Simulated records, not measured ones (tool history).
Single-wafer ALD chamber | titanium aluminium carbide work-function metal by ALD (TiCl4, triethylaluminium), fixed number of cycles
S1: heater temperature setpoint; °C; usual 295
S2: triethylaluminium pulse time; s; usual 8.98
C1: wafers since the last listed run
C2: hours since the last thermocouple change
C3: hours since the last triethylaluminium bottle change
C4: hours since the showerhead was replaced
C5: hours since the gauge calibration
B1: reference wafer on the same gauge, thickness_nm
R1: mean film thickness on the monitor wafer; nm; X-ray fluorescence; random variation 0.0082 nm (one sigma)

| run | hour | S1 | S2 | C1 | C2 | C3 | C4 | C5 | B1 | R1 |
|---|---|---|---|---|---|---|---|---|---|---|
| 1 | 0 | 295 | 8.98 | 0 | 2342.4 | 1044.5 | 3625.1 | 243.6 | 2.299 | 2.099 |
| 2 | 54.1 | 295 | 8.98 | 401 | 2396.5 | 1098.6 | 3679.2 | 297.7 | 2.303 | 2.12 |
| 3 | 113.7 | 295 | 8.98 | 442 | 2456.1 | 1158.2 | 3738.8 | 357.3 | 2.298 | 2.108 |
| 4 | 182.5 | 295 | 7.01 | 510 | 2524.9 | 1227 | 3807.6 | 426.1 | 2.301 | 2.037 |
| 5 | 281.5 | 295 | 8.98 | 734 | 2623.9 | 1326 | 3906.6 | 525.1 | 2.298 | 2.12 |
|  | 299.1 | showerhead replaced |
|  | 299.2 | gauge calibrated |
| 6 | 330 | 295 | 8.98 | 300 | 2672.4 | 1374.5 | 30.9 | 30.8 | 2.297 | 2.133 |
| 7 | 370.8 | 295 | 8.98 | 302 | 2713.2 | 1415.3 | 71.7 | 71.6 | 2.301 | 2.117 |

Run 8 comes next. What will it give?
| 8 | 440.8 | 283 | 8.98 | 519 | 2783.2 | 1485.3 | 141.7 | 141.6 | ? | ? |

B1: 2.295
R1: 1.992 nm
Without the tool's hidden state the same run would have given R1 1.992 nm.
